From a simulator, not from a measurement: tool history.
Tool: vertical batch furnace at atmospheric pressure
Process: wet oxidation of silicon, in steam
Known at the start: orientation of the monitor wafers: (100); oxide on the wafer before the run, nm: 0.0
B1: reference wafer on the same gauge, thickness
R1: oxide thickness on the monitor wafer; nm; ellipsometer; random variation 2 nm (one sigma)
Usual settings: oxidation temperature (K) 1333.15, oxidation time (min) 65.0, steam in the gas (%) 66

run 1 hour=0.0 | oxidation_temperature_(K)=1333.15 oxidation_time_(min)=65.0 steam_in_the_gas_(%)=68 | B1=469.89 | R1=416.49
run 2 hour=49.5 | oxidation_temperature_(K)=1333.15 oxidation_time_(min)=65.0 steam_in_the_gas_(%)=68 | B1=470.21 | R1=414.58
run 3 hour=121.2 | oxidation_temperature_(K)=1333.15 oxidation_time_(min)=65.0 steam_in_the_gas_(%)=68 | B1=469.98 | R1=425.47
run 4 hour=149.8 | oxidation_temperature_(K)=1333.15 oxidation_time_(min)=65.0 steam_in_the_gas_(%)=66 | B1=469.95 | R1=415.24
run 5 hour=206.0 | oxidation_temperature_(K)=1333.15 oxidation_time_(min)=65.0 steam_in_the_gas_(%)=66 | B1=470.28 | R1=417.26
run 6 hour=272.4 | oxidation_temperature_(K)=1333.15 oxidation_time_(min)=65.0 steam_in_the_gas_(%)=66 | B1=469.87 | R1=414.55
run 7 hour=305.2 | oxidation_temperature_(K)=1333.15 oxidation_time_(min)=65.0 steam_in_the_gas_(%)=61 | B1=469.73 | R1=395.54
run 8 hour=360.9 | oxidation_temperature_(K)=1333.15 oxidation_time_(min)=65.0 steam_in_the_gas_(%)=61 | B1=469.92 | R1=394.48
run 9 hour=400.4 | oxidation_temperature_(K)=1333.15 oxidation_time_(min)=65.0 steam_in_the_gas_(%)=66 | B1=469.69 | R1=411.47
run 10 hour=448.9 | oxidation_temperature_(K)=1333.15 oxidation_time_(min)=65.0 steam_in_the_gas_(%)=66 | B1=469.83 | R1=409.84
run 11 hour=496.9 | oxidation_temperature_(K)=1333.15 oxidation_time_(min)=65.0 steam_in_the_gas_(%)=66 | B1=470.40 | R1=414.82
run 12 hour=660.2 | oxidation_temperature_(K)=1333.15 oxidation_time_(min)=65.0 steam_in_the_gas_(%)=66 | B1=469.79 | R1=413.45
run 13 hour=711.5 | oxidation_temperature_(K)=1333.15 oxidation_time_(min)=65.0 steam_in_the_gas_(%)=66 | B1=469.89 | R1=412.64
run 14 hour=780.6 | oxidation_temperature_(K)=1333.15 oxidation_time_(min)=65.0 steam_in_the_gas_(%)=66 | B1=469.63 | R1=412.99
run 15 hour=807.9 | oxidation_temperature_(K)=1333.15 oxidation_time_(min)=65.0 steam_in_the_gas_(%)=66 | B1=470.05 | R1=409.51
run 16 hour=863.3 | oxidation_temperature_(K)=1333.15 oxidation_time_(min)=89.5 steam_in_the_gas_(%)=72 | B1=469.88 | R1=522.37
run 17 hour=923.3 | oxidation_temperature_(K)=1333.15 oxidation_time_(min)=89.5 steam_in_the_gas_(%)=72 | B1=470.08 | R1=524.22
run 18 hour=971.7 | oxidation_temperature_(K)=1324.15 oxidation_time_(min)=75.0 steam_in_the_gas_(%)=66 | B1=469.99 | R1=428.23
run 19 hour=1007.0 | oxidation_temperature_(K)=1333.15 oxidation_time_(min)=82.0 steam_in_the_gas_(%)=58 | B1=470.28 | R1=436.00
run 20 hour=1060.5 | oxidation_temperature_(K)=1333.15 oxidation_time_(min)=65.0 steam_in_the_gas_(%)=68 | B1=469.79 | R1=415.59
run 21 hour=1113.1 | oxidation_temperature_(K)=1333.15 oxidation_time_(min)=48.0 steam_in_the_gas_(%)=55 | B1=469.72 | R1=299.34
run 22 hour=1171.9 | oxidation_temperature_(K)=1348.15 oxidation_time_(min)=91.0 steam_in_the_gas_(%)=66 | B1=470.06 | R1=533.90
run 23 hour=1229.7 | oxidation_temperature_(K)=1311.15 oxidation_time_(min)=65.0 steam_in_the_gas_(%)=55 | B1=469.67 | R1=320.82
run 24 hour=1290.0 | oxidation_temperature_(K)=1333.15 oxidation_time_(min)=65.0 steam_in_the_gas_(%)=68 | B1=470.43 | R1=405.56
run 25 hour=1361.9 | oxidation_temperature_(K)=1333.15 oxidation_time_(min)=34.0 steam_in_the_gas_(%)=59 | B1=469.80 | R1=246.47
run 26 hour=1387.7 | oxidation_temperature_(K)=1319.15 oxidation_time_(min)=81.0 steam_in_the_gas_(%)=66 | B1=470.31 | R1=422.66
run 27 hour=1598.0 | oxidation_temperature_(K)=1333.15 oxidation_time_(min)=65.0 steam_in_the_gas_(%)=68 | B1=470.04 | R1=428.60
run 28 hour=1633.6 | oxidation_temperature_(K)=1310.15 oxidation_time_(min)=45.0 steam_in_the_gas_(%)=62 | B1=470.01 | R1=275.98
run 29 hour=1702.5 | oxidation_temperature_(K)=1333.15 oxidation_time_(min)=65.0 steam_in_the_gas_(%)=66 | B1=469.90 | R1=417.70
run 30 hour=1762.1 | oxidation_temperature_(K)=1333.15 oxidation_time_(min)=33.0 steam_in_the_gas_(%)=76 | B1=470.21 | R1=299.33
run 31 hour=1803.4 | oxidation_temperature_(K)=1333.15 oxidation_time_(min)=65.0 steam_in_the_gas_(%)=62 | B1=470.02 | R1=404.13
run 32 hour=1855.4 | oxidation_temperature_(K)=1355.15 oxidation_time_(min)=65.0 steam_in_the_gas_(%)=66 | B1=469.94 | R1=460.85
run 33 hour=1884.5 | oxidation_temperature_(K)=1350.15 oxidation_time_(min)=65.0 steam_in_the_gas_(%)=66 | B1=469.58 | R1=451.71
run 34 hour=1917.6 | oxidation_temperature_(K)=1357.15 oxidation_time_(min)=86.0 steam_in_the_gas_(%)=58 | B1=469.86 | R1=502.37
run 35 hour=1959.2 | oxidation_temperature_(K)=1318.15 oxidation_time_(min)=85.0 steam_in_the_gas_(%)=59 | B1=469.43 | R1=418.48

Not shown: 5 entries that the log had between the listed runs. Between which runs, and how does the tool's hidden state differ before and after?
Between runs 2 and 3: steam generator serviced (hour 78.8)
  steam share off its setpoint, % of the setpoint: -4.54 -> -0.624
  measured less the result without the state, R1: -11.86 -> -1.61 nm
Between runs 16 and 17: gauge calibrated (hour 908.9)
  steam share off its setpoint, % of the setpoint: -3.96 -> -4.06
  measured less the result without the state, R1: -12.60 -> -12.98 nm
Between runs 22 and 23: thermocouples replaced and temperature profile calibrated (hour 1222.2)
  steam share off its setpoint, % of the setpoint: -4.36 -> -4.41
  measured less the result without the state, R1: -13.90 -> -9.57 nm
Between runs 23 and 24: steam generator serviced (hour 1288.4)
  steam share off its setpoint, % of the setpoint: -4.41 -> -8.24
  measured less the result without the state, R1: -9.57 -> -21.79 nm
Between runs 26 and 27: steam generator serviced, repeated, since the last time left the tool worse (hour 1583.0)
  steam share off its setpoint, % of the setpoint: -9.13 -> -0.237
  measured less the result without the state, R1: -25.71 -> -0.61 nm
